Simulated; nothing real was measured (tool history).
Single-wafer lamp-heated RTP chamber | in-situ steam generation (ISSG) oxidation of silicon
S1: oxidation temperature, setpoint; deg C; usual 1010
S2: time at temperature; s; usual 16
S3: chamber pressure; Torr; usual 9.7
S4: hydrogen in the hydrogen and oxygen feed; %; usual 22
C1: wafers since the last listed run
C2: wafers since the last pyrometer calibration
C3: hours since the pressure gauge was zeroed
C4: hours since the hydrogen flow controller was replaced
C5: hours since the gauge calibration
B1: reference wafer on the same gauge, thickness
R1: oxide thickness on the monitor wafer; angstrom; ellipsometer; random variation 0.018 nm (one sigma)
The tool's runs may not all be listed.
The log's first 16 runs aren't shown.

Run 17, hour 236.6: usual settings but S1 1017 deg C; C1 26; C2 8493; C3 3.9; C4 4011.7; C5 179.3; B1 4.580. Result: R1 47.96 angstrom.
At hour 255.1: hydrogen flow controller replaced.
At hour 259.4: pyrometer window cleaned and pyrometer calibrated.
Run 18, hour 259.9: usual settings; C1 86; C2 4; C3 27.2; C4 4.8; C5 202.6; B1 4.568. Result: R1 46.66 angstrom.
Run 19, hour 264.6: usual settings but S2 14 s, S4 25 %; C1 37; C2 41; C3 31.9; C4 9.5; C5 207.3; B1 4.572. Result: R1 45.57 angstrom.
Run 20, hour 279.5: usual settings but S2 18 s; C1 117; C2 159; C3 46.8; C4 24.4; C5 222.2; B1 4.568. Result: R1 49.65 angstrom.
Run 21, hour 309.8: usual settings; C1 239; C2 398; C3 77.1; C4 54.7; C5 252.5; B1 4.572. Result: R1 47.14 angstrom.
Run 22, hour 320.4: usual settings; C1 83; C2 482; C3 87.7; C4 65.3; C5 263.1; B1 4.559. Result: R1 47.01 angstrom.
Run 23, hour 329.4: usual settings but S3 8.6 Torr, S4 18 %; C1 71; C2 553; C3 96.7; C4 74.3; C5 272.1; B1 4.562. Result: R1 45.55 angstrom.
Run 24, hour 340.4: usual settings but S1 1003 deg C, S2 20 s, S3 10.2 Torr, S4 29 %; C1 86; C2 640; C3 107.7; C4 85.3; C5 283.1; B1 4.574. Result: R1 52.98 angstrom.
Run 25, hour 355.4: usual settings but S2 18 s, S4 28 %; C1 118; C2 758; C3 122.7; C4 100.3; C5 298.1; B1 4.575. Result: R1 52.31 angstrom.
Run 26, hour 369.3: usual settings but S2 10 s, S4 19 %; C1 109; C2 868; C3 136.6; C4 114.2; C5 312.0; B1 4.578. Result: R1 36.92 angstrom.
Run 27, hour 379.7: usual settings but S1 1015 deg C, S2 22 s; C1 82; C2 950; C3 147.0; C4 124.6; C5 322.4; B1 4.574. Result: R1 55.60 angstrom.
Run 28, hour 386.5: usual settings but S3 10.2 Torr, S4 13 %; C1 53; C2 1004; C3 153.8; C4 131.4; C5 329.2; B1 4.579. Result: R1 41.36 angstrom.
Run 29, hour 435.7: usual settings but S1 1020 deg C, S2 11 s, S3 10.1 Torr, S4 31 %; C1 388; C2 1392; C3 203.0; C4 180.6; C5 378.4; B1 4.571. Result: R1 43.79 angstrom.
Run 30, hour 443.8: usual settings but S1 1024 deg C, S2 14 s, S3 10.2 Torr; C1 63; C2 1456; C3 211.1; C4 188.7; C5 386.5; B1 4.566. Result: R1 46.25 angstrom.
Run 31, hour 454.3: usual settings but S1 1021 deg C, S2 11 s, S3 9.2 Torr, S4 17 %; C1 82; C2 1539; C3 221.6; C4 199.2; C5 397.0; B1 4.576. Result: R1 39.08 angstrom.

4 ways to go on from here, each from the tool as it stands after run 31. What would each give?
Run A, hour 454.7: usual settings but S4 18 %; C1 3; C2 1543; C3 222.0; C4 199.6; C5 397.4; B1 ?. Result: R1 ?.
Run B, hour 454.7: usual settings but S1 993 deg C, S4 15 %; C1 3; C2 1543; C3 222.0; C4 199.6; C5 397.4; B1 ?. Result: R1 ?.
Run C, hour 454.7: usual settings but S1 999 deg C, S2 21 s, S3 8.7 Torr, S4 17 %; C1 3; C2 1543; C3 222.0; C4 199.6; C5 397.4; B1 ?. Result: R1 ?.
Run D, hour 454.7: usual settings but S3 10.2 Torr, S4 25 %; C1 3; C2 1543; C3 222.0; C4 199.6; C5 397.4; B1 ?. Result: R1 ?.

run     B1     R1
  A  4.570  44.76
  B  4.570  40.31
  C  4.570  48.59
  D  4.570  47.66
Without the tool's hidden state the same runs would have given:
run     R1
  A  44.76
  B  40.31
  C  48.59
  D  47.66
